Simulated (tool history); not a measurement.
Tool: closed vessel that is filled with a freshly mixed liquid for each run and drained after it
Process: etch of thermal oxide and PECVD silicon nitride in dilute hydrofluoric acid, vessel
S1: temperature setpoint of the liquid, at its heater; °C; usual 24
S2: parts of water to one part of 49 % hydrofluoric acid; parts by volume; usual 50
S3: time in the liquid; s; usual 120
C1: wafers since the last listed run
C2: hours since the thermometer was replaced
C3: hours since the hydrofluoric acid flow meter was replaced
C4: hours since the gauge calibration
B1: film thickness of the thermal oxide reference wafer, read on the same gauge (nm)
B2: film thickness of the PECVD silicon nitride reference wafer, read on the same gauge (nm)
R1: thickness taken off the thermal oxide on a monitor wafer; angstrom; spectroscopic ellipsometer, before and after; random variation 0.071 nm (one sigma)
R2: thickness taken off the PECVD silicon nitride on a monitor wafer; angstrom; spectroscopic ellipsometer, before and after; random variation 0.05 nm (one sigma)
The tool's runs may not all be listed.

run,hour,S1,S2,S3,C1,C2,C3,C4,B1,B2,R1,R2
1,0,24,50,120,0,699.6,1134.8,607.9,127,87.92,100.7,79.4
# hour 36.4: gauge calibrated
2,65.1,24,55,120,7827,764.7,1199.9,28.7,129.97,89.94,93.2,74.8
3,115,24,55,120,5999,814.6,1249.8,78.6,129.93,89.96,92.5,74.1
4,175,24,50,145,7214,874.6,1309.8,138.6,129.84,89.88,123.9,97.7
5,246.1,26,50,120,8549,945.7,1380.9,209.7,129.59,89.75,110.7,92.3
6,290.4,26,50,120,5326,990,1425.2,254,129.42,89.58,111.2,92.9
7,337.8,20.5,50,70,5699,1037.4,1472.6,301.4,129.22,89.45,51,37.1
8,366.5,20.5,50,70,3450,1066.1,1501.3,330.1,129.07,89.36,50.9,37.2
9,426.2,20.5,50,70,7178,1125.8,1561,389.8,128.68,89.07,51.5,37
10,455.2,26.5,60,120,3486,1154.8,1590,418.8,128.48,88.91,92.9,79.7
11,492.4,24,50,120,4472,1192,1627.2,456,128.22,88.76,100.7,80.1
12,533.6,24,50,120,4953,1233.2,1668.4,497.2,127.88,88.52,100,79.9
13,562.5,24,50,120,3474,1262.1,1697.3,526.1,127.6,88.33,100.3,79.6
# hour 592.1: gauge calibrated
14,601.2,28.5,50,120,4653,1300.8,1736,9.1,129.57,89.69,123.8,109.6
# hour 604: hydrofluoric acid flow meter replaced
# hour 619.2: thermometer replaced
15,657.9,20.5,70,145,6577,38.7,53.9,65.8,129.52,89.69,74.2,55.7
16,686.7,21.5,45,175,3462,67.5,82.7,94.6,129.51,89.62,150.2,110.5
17,728.5,24,30,190,5026,109.3,124.5,136.4,129.41,89.57,276.8,209.7
18,766.8,24,30,145,4605,147.6,162.8,174.7,129.3,89.51,211.9,160.6
19,811.4,21.5,45,175,5362,192.2,207.4,219.3,129.14,89.4,148.9,109.6
20,836,24,50,120,2957,216.8,232,243.9,129.06,89.35,102.1,81.2
21,862.3,26.5,55,120,3162,243.1,258.3,270.2,128.94,89.27,103,86.9
22,890.3,24,50,120,3366,271.1,286.3,298.2,128.8,89.16,102.3,80
23,921.3,28.5,60,65,3727,302.1,317.3,329.2,128.64,89.03,54.4,49.5
24,967.9,24,30,70,5603,348.7,363.9,375.8,128.33,88.85,102,77.5
25,1014.9,24,50,55,5651,395.7,410.9,422.8,128.02,88.67,46.1,36.6

Forecast each of these 5 alternatives for the next run:
A,1015.6,24,50,85,84,396.4,411.6,423.5,?,?,?,?
B,1015.6,21.5,40,100,84,396.4,411.6,423.5,?,?,?,?
C,1015.6,24,60,160,84,396.4,411.6,423.5,?,?,?,?
D,1015.6,26.5,70,150,84,396.4,411.6,423.5,?,?,?,?
E,1015.6,24,50,65,84,396.4,411.6,423.5,?,?,?,?

run,B1,B2,R1,R2
A,128.01,88.65,71.2,57.3
B,128.01,88.65,95.6,70.7
C,128.01,88.65,110.3,90.2
D,128.01,88.65,96.7,85.8
E,128.01,88.65,54.5,43.8
Without the tool's hidden state the same runs would have given:
run,R1,R2
A,72.3,58.2
B,97.1,71.8
C,112,91.6
D,98.2,87.1
E,55.3,44.5
